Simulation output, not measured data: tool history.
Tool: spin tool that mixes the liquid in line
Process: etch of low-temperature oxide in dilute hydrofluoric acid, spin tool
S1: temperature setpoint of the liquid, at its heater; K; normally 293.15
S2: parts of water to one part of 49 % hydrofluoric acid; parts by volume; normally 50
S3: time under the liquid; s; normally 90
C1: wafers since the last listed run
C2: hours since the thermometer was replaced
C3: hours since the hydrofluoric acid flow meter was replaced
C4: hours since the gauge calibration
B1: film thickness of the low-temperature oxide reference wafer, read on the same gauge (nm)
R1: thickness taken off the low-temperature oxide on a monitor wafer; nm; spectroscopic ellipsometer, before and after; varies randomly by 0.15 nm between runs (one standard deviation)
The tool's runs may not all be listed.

Run 1, hour 0: usual settings; C1 0; C2 1835.2; C3 304.2; C4 324.6; B1 39.21. Result: R1 20.22 nm.
Run 2, hour 29.6: usual settings; C1 254; C2 1864.8; C3 333.8; C4 354.2; B1 39.15. Result: R1 19.89 nm.
Run 3, hour 58.7: usual settings; C1 250; C2 1893.9; C3 362.9; C4 383.3; B1 39.11. Result: R1 20.1 nm.
Run 4, hour 98.7: usual settings but S3 50 s; C1 344; C2 1933.9; C3 402.9; C4 423.3; B1 39.08. Result: R1 11.09 nm.
Run 5, hour 112.8: usual settings but S3 50 s; C1 121; C2 1948; C3 417; C4 437.4; B1 39.08. Result: R1 11.07 nm.
Run 6, hour 138.6: usual settings but S3 50 s; C1 222; C2 1973.8; C3 442.8; C4 463.2; B1 39.07. Result: R1 11.16 nm.
Run 7, hour 174.4: usual settings; C1 308; C2 2009.6; C3 478.6; C4 499; B1 39.03. Result: R1 20.04 nm.
Run 8, hour 186.9: usual settings; C1 107; C2 2022.1; C3 491.1; C4 511.5; B1 39.05. Result: R1 19.78 nm.
Run 9, hour 206.7: usual settings; C1 170; C2 2041.9; C3 510.9; C4 531.3; B1 39.03. Result: R1 20.03 nm.
Run 10, hour 225.5: usual settings but S1 291.65 K, S2 35 parts by volume; C1 161; C2 2060.7; C3 529.7; C4 550.1; B1 39.02. Result: R1 27.04 nm.
Run 11, hour 322: usual settings but S1 297.65 K, S2 35 parts by volume; C1 830; C2 2157.2; C3 626.2; C4 646.6; B1 38.98. Result: R1 35.32 nm.
Run 12, hour 337: usual settings but S1 291.65 K; C1 129; C2 2172.2; C3 641.2; C4 661.6; B1 38.96. Result: R1 18.82 nm.
Run 13, hour 434.7: usual settings; C1 841; C2 2269.9; C3 738.9; C4 759.3; B1 38.95. Result: R1 19.86 nm.
At hour 439.7: thermometer replaced.
At hour 449.4: gauge calibrated.
Run 14, hour 460.1: usual settings but S2 60 parts by volume; C1 210; C2 20.4; C3 764.3; C4 10.7; B1 39.96. Result: R1 16.77 nm.
Run 15, hour 481: usual settings but S2 35 parts by volume; C1 179; C2 41.3; C3 785.2; C4 31.6; B1 39.88. Result: R1 29.59 nm.
At hour 483.5: hydrofluoric acid flow meter replaced.
Run 16, hour 501.6: usual settings; C1 168; C2 61.9; C3 18.1; C4 52.2; B1 39.8. Result: R1 20.2 nm.
Run 17, hour 518.1: usual settings but S1 294.65 K, S2 60 parts by volume, S3 55 s; C1 142; C2 78.4; C3 34.6; C4 68.7; B1 39.73. Result: R1 10.8 nm.
Run 18, hour 545.5: usual settings but S1 297.65 K, S3 60 s; C1 235; C2 105.8; C3 62; C4 96.1; B1 39.62. Result: R1 16.23 nm.
Run 19, hour 569.1: usual settings; C1 203; C2 129.4; C3 85.6; C4 119.7; B1 39.56. Result: R1 20.05 nm.
Run 20, hour 596.5: usual settings but S3 70 s; C1 235; C2 156.8; C3 113; C4 147.1; B1 39.48. Result: R1 16 nm.
Run 21, hour 619.8: usual settings; C1 200; C2 180.1; C3 136.3; C4 170.4; B1 39.43. Result: R1 20.23 nm.

4 ways to go on from here, each from the tool as it stands after run 21. What would each give?
Run A, hour 620.2: usual settings; C1 3; C2 180.5; C3 136.7; C4 170.8; B1 ?. Result: R1 ?.
Run B, hour 620.2: usual settings but S1 295.15 K, S3 115 s; C1 3; C2 180.5; C3 136.7; C4 170.8; B1 ?. Result: R1 ?.
Run C, hour 620.2: usual settings but S1 291.15 K, S3 130 s; C1 3; C2 180.5; C3 136.7; C4 170.8; B1 ?. Result: R1 ?.
Run D, hour 620.2: usual settings but S1 291.15 K, S2 25 parts by volume, S3 70 s; C1 3; C2 180.5; C3 136.7; C4 170.8; B1 ?. Result: R1 ?.

run     B1     R1
  A  39.39  20.19
  B  39.39  28.07
  C  39.39  26.77
  D  39.39  29.67
Take away the tool's hidden state, keep each run's random variation, and the runs would have read:
run     R1
  A  20.49
  B  28.48
  C  27.17
  D  30.11
